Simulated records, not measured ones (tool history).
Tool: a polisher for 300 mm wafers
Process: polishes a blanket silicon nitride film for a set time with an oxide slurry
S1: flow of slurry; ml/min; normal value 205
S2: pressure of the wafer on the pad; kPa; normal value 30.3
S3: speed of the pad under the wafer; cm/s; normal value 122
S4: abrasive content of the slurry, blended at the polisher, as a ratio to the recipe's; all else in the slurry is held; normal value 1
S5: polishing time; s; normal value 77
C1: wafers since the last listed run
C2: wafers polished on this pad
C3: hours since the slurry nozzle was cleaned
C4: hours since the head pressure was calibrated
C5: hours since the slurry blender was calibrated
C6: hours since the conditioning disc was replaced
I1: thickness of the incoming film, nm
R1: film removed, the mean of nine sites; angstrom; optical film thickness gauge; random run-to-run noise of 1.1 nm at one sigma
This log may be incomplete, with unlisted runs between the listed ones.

Run 1, day 0: usual settings; C1 0; C2 1023; C3 201.5; C4 837.7; C5 10; C6 51.8; I1 520.1. Result: R1 675 angstrom.
Run 2, day 2.867: usual settings but S1 235 ml/min, S2 34.5 kPa; C1 645; C2 1668; C3 270.3; C4 906.5; C5 78.8; C6 120.6; I1 516.4. Result: R1 735 angstrom.
Run 3, day 3.604: usual settings but S1 235 ml/min, S2 34.5 kPa; C1 165; C2 1834; C3 288; C4 924.2; C5 96.5; C6 138.3; I1 523.3. Result: R1 753 angstrom.
At day 6.817: worn pad replaced by a new one.
Run 4, day 6.838: usual settings but S1 235 ml/min, S2 34.5 kPa; C1 690; C2 5; C3 365.6; C4 1001.8; C5 174.1; C6 215.9; I1 514.4. Result: R1 735 angstrom.
Run 5, day 7.85: usual settings; C1 227; C2 232; C3 389.9; C4 1026.1; C5 198.4; C6 240.2; I1 509.3. Result: R1 644 angstrom.
At day 7.95: slurry nozzle cleaned.
Run 6, day 9.175: usual settings; C1 288; C2 521; C3 29.4; C4 1057.9; C5 230.2; C6 272; I1 518.7. Result: R1 644 angstrom.
Run 7, day 10.662: usual settings; C1 334; C2 856; C3 65.1; C4 1093.6; C5 265.9; C6 307.7; I1 520.1. Result: R1 638 angstrom.
Run 8, day 11.7: usual settings; C1 233; C2 1089; C3 90; C4 1118.5; C5 290.8; C6 332.6; I1 522.2. Result: R1 648 angstrom.
At day 12.1: slurry blender recalibrated.
Run 9, day 12.267: usual settings but S3 142 cm/s, S4 0.85; C1 108; C2 1198; C3 103.6; C4 1132.1; C5 4; C6 346.2; I1 526.9. Result: R1 667 angstrom.
Run 10, day 13.146: usual settings; C1 197; C2 1396; C3 124.7; C4 1153.2; C5 25.1; C6 367.3; I1 523.3. Result: R1 643 angstrom.
Run 11, day 14.279: usual settings but S5 86 s; C1 255; C2 1651; C3 151.9; C4 1180.4; C5 52.3; C6 394.5; I1 525.1. Result: R1 709 angstrom.
At day 14.45: conditioning disc replaced and pad reconditioned.
Run 12, day 14.958: usual settings but S1 260 ml/min; C1 134; C2 1785; C3 168.2; C4 1196.7; C5 68.6; C6 12.2; I1 526.1. Result: R1 706 angstrom.
At day 18.233: head pressure recalibrated.
At day 18.542: worn pad replaced by a new one.
Run 13, day 19.079: usual settings but S5 54 s; C1 871; C2 120; C3 267.1; C4 20.3; C5 167.5; C6 111.1; I1 510.9. Result: R1 505 angstrom.
Run 14, day 20.271: usual settings; C1 268; C2 388; C3 295.7; C4 48.9; C5 196.1; C6 139.7; I1 527. Result: R1 704 angstrom.
Run 15, day 20.867: usual settings but S1 160 ml/min, S2 24.8 kPa, S4 1.2, S5 98 s; C1 134; C2 522; C3 310; C4 63.2; C5 210.4; C6 154; I1 524. Result: R1 750 angstrom.
Run 16, day 22.308: usual settings but S2 26.2 kPa, S3 108 cm/s, S4 1.25, S5 62 s; C1 324; C2 847; C3 344.6; C4 97.8; C5 245; C6 188.6; I1 517.7. Result: R1 492 angstrom.
Run 17, day 23.375: usual settings but S4 0.8; C1 240; C2 1087; C3 370.2; C4 123.4; C5 270.6; C6 214.2; I1 527.1. Result: R1 640 angstrom.
At day 25.908: slurry blender recalibrated.
Run 18, day 26.629: usual settings; C1 713; C2 1800; C3 448.3; C4 201.5; C5 17.3; C6 292.3; I1 519.1. Result: R1 678 angstrom.
At day 27.158: slurry nozzle cleaned.
Run 19, day 27.417: usual settings but S1 165 ml/min, S3 86 cm/s, S4 0.85, S5 50 s; C1 167; C2 1968; C3 6.2; C4 220.4; C5 36.2; C6 311.2; I1 512.5. Result: R1 323 angstrom.
Run 20, day 27.921: usual settings but S1 180 ml/min, S2 26.2 kPa, S4 0.9, S5 65 s; C1 113; C2 2082; C3 18.3; C4 232.5; C5 48.3; C6 323.3; I1 523.6. Result: R1 467 angstrom.
At day 28.867: worn pad replaced by a new one.
Run 21, day 28.888: usual settings but S2 27.6 kPa; C1 180; C2 4; C3 41.5; C4 255.7; C5 71.5; C6 346.5; I1 512. Result: R1 620 angstrom.
Run 22, day 30.104: usual settings but S1 175 ml/min, S3 146 cm/s, S4 0.9; C1 273; C2 278; C3 70.7; C4 284.9; C5 100.7; C6 375.7; I1 520.2. Result: R1 693 angstrom.
Run 23, day 31.346: usual settings but S2 25.5 kPa, S3 88 cm/s, S5 58 s; C1 279; C2 558; C3 100.5; C4 314.7; C5 130.5; C6 405.5; I1 516.2. Result: R1 346 angstrom.
Run 24, day 32.262: usual settings but S4 0.9; C1 206; C2 764; C3 122.5; C4 336.7; C5 152.5; C6 427.5; I1 518.6. Result: R1 630 angstrom.
Run 25, day 32.954: usual settings but S1 165 ml/min, S2 40 kPa, S4 0.85, S5 67 s; C1 155; C2 920; C3 139.1; C4 353.3; C5 169.1; C6 444.1; I1 529.4. Result: R1 671 angstrom.

For each run, what was the tool's unlogged condition?
removal rate lost through wear of the pad, %: 0 across all the runs
slurry flow missing at the pad, %: 0 across all the runs
abrasive missing from the slurry, %: 0 across all the runs
H1: deviation of the head's pressure from its setpoint, %
H2: time polished since the conditioner stopped cutting, s
run      H1    H2
  1   -9.52  40.2
  2   -9.81  69.4
  3   -9.88    75
  4   -10.1  92.7
  5   -10.2  96.6
  6   -10.3   101
  7   -10.4   105
  8   -10.5   107
  9   -10.5   108
 10   -10.6   109
 11   -10.6   111
 12   -10.6  28.3
 13  -0.149  78.5
 14  -0.868  87.7
 15   -1.21  91.7
 16      -2  99.8
 17   -2.55   105
 18   -4.04   115
 19   -4.37   117
 20   -4.57   118
 21   -4.94   120
 22   -5.38   122
 23   -5.81   123
 24    -6.1   124
 25   -6.32   125
